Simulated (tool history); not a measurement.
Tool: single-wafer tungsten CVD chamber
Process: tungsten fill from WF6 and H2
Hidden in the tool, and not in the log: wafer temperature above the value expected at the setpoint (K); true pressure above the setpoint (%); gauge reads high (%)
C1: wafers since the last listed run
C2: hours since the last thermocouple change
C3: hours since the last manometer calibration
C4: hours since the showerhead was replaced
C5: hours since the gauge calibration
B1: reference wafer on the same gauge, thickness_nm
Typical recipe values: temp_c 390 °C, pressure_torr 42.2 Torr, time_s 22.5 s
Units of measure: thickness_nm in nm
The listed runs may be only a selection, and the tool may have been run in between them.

run 1 hour=0 | temp_c=390 pressure_torr=42.2 time_s=22.5 | C1=0 C2=595.8 C3=1409.3 C4=6887.5 C5=2275.2 | B1=59.165 | thickness_nm=62.899
run 2 hour=63.6 | temp_c=390 pressure_torr=42.2 time_s=22.5 | C1=1919 C2=659.4 C3=1472.9 C4=6951.1 C5=2338.8 | B1=59.273 | thickness_nm=62.885
-- hour=91.6 capacitance manometer re-zeroed and calibrated
run 3 hour=145.1 | temp_c=390 pressure_torr=42.2 time_s=22.5 | C1=2218 C2=740.9 C3=53.5 C4=7032.6 C5=2420.3 | B1=59.183 | thickness_nm=63.005
run 4 hour=233.5 | temp_c=390 pressure_torr=42.2 time_s=22.5 | C1=2667 C2=829.3 C3=141.9 C4=7121 C5=2508.7 | B1=59.131 | thickness_nm=63.383
-- hour=288 showerhead replaced
run 5 hour=335.8 | temp_c=390 pressure_torr=42.2 time_s=22.5 | C1=2845 C2=931.6 C3=244.2 C4=47.8 C5=2611 | B1=59.206 | thickness_nm=62.647
run 6 hour=441.4 | temp_c=390 pressure_torr=42.2 time_s=22.5 | C1=3187 C2=1037.2 C3=349.8 C4=153.4 C5=2716.6 | B1=59.198 | thickness_nm=62.736
run 7 hour=547.4 | temp_c=390 pressure_torr=42.2 time_s=22.5 | C1=3199 C2=1143.2 C3=455.8 C4=259.4 C5=2822.6 | B1=59.222 | thickness_nm=62.857
-- hour=659.4 gauge calibrated
run 8 hour=714.1 | temp_c=390 pressure_torr=42.2 time_s=22.5 | C1=5031 C2=1309.9 C3=622.5 C4=426.1 C5=54.7 | B1=59.136 | thickness_nm=62.975
run 9 hour=754.8 | temp_c=390 pressure_torr=42.2 time_s=22.5 | C1=1228 C2=1350.6 C3=663.2 C4=466.8 C5=95.4 | B1=59.196 | thickness_nm=62.961
run 10 hour=858.5 | temp_c=390 pressure_torr=42.2 time_s=22.5 | C1=3129 C2=1454.3 C3=766.9 C4=570.5 C5=199.1 | B1=59.193 | thickness_nm=62.888
run 11 hour=922.2 | temp_c=405 pressure_torr=42.2 time_s=24.7 | C1=1922 C2=1518 C3=830.6 C4=634.2 C5=262.8 | B1=59.212 | thickness_nm=88.061
run 12 hour=988.7 | temp_c=390 pressure_torr=42.2 time_s=22.5 | C1=2006 C2=1584.5 C3=897.1 C4=700.7 C5=329.3 | B1=59.222 | thickness_nm=62.805
run 13 hour=1048.9 | temp_c=390 pressure_torr=42.2 time_s=22.5 | C1=1816 C2=1644.7 C3=957.3 C4=760.9 C5=389.5 | B1=59.213 | thickness_nm=62.922
run 14 hour=1242.2 | temp_c=390 pressure_torr=42.2 time_s=18.6 | C1=5833 C2=1838 C3=1150.6 C4=954.2 C5=582.8 | B1=59.198 | thickness_nm=51.868
-- hour=1270.8 capacitance manometer re-zeroed and calibrated
run 15 hour=1308 | temp_c=379 pressure_torr=33.5 time_s=18 | C1=1744 C2=1903.8 C3=37.2 C4=1020 C5=648.6 | B1=59.221 | thickness_nm=37.618
run 16 hour=1350.7 | temp_c=395 pressure_torr=49.8 time_s=22.5 | C1=1288 C2=1946.5 C3=79.9 C4=1062.7 C5=691.3 | B1=59.177 | thickness_nm=73.05
run 17 hour=1422.5 | temp_c=379 pressure_torr=42.2 time_s=22.5 | C1=2166 C2=2018.3 C3=151.7 C4=1134.5 C5=763.1 | B1=59.256 | thickness_nm=51.858
-- hour=1468.8 thermocouple changed; heater temperature recalibrated
run 18 hour=1487.4 | temp_c=390 pressure_torr=42.2 time_s=22.5 | C1=1717 C2=18.6 C3=216.6 C4=1199.4 C5=828 | B1=59.198 | thickness_nm=62.503
run 19 hour=1560.7 | temp_c=390 pressure_torr=51.5 time_s=21.1 | C1=2212 C2=91.9 C3=289.9 C4=1272.7 C5=901.3 | B1=59.284 | thickness_nm=64.404
run 20 hour=1660 | temp_c=390 pressure_torr=42.2 time_s=22.5 | C1=2996 C2=191.2 C3=389.2 C4=1372 C5=1000.6 | B1=59.188 | thickness_nm=62.609
run 21 hour=1701 | temp_c=386 pressure_torr=37.6 time_s=24.7 | C1=1237 C2=232.2 C3=430.2 C4=1413 C5=1041.6 | B1=59.19 | thickness_nm=61.257
run 22 hour=1786.7 | temp_c=390 pressure_torr=31.9 time_s=18.6 | C1=2586 C2=317.9 C3=515.9 C4=1498.7 C5=1127.3 | B1=59.144 | thickness_nm=46
run 23 hour=2021.5 | temp_c=390 pressure_torr=42.2 time_s=22.5 | C1=7086 C2=552.7 C3=750.7 C4=1733.5 C5=1362.1 | B1=59.239 | thickness_nm=62.828
run 24 hour=2116.8 | temp_c=390 pressure_torr=42.2 time_s=22.5 | C1=2876 C2=648 C3=846 C4=1828.8 C5=1457.4 | B1=59.166 | thickness_nm=62.704
run 25 hour=2209.6 | temp_c=390 pressure_torr=42.2 time_s=22.5 | C1=2800 C2=740.8 C3=938.8 C4=1921.6 C5=1550.2 | B1=59.2 | thickness_nm=62.812
run 26 hour=2271.2 | temp_c=379 pressure_torr=32.9 time_s=22.5 | C1=1859 C2=802.4 C3=1000.4 C4=1983.2 C5=1611.8 | B1=59.203 | thickness_nm=46.597
run 27 hour=2339.4 | temp_c=404 pressure_torr=42.2 time_s=20.4 | C1=2058 C2=870.6 C3=1068.6 C4=2051.4 C5=1680 | B1=59.137 | thickness_nm=71.709
run 28 hour=2421.9 | temp_c=390 pressure_torr=33.9 time_s=19.5 | C1=2489 C2=953.1 C3=1151.1 C4=2133.9 C5=1762.5 | B1=59.27 | thickness_nm=49.563

Expected results for the next run?
run 29 hour=2467.2 | temp_c=390 pressure_torr=36.9 time_s=24.5 | C1=1367 C2=998.4 C3=1196.4 C4=2179.2 C5=1807.8 | B1=? | thickness_nm=?

Run 29 yielded B1 59.157, thickness_nm 64.828 nm.
On a tool with no hidden condition, and with the same random variation, this run would have come out at thickness_nm 64.828 nm.
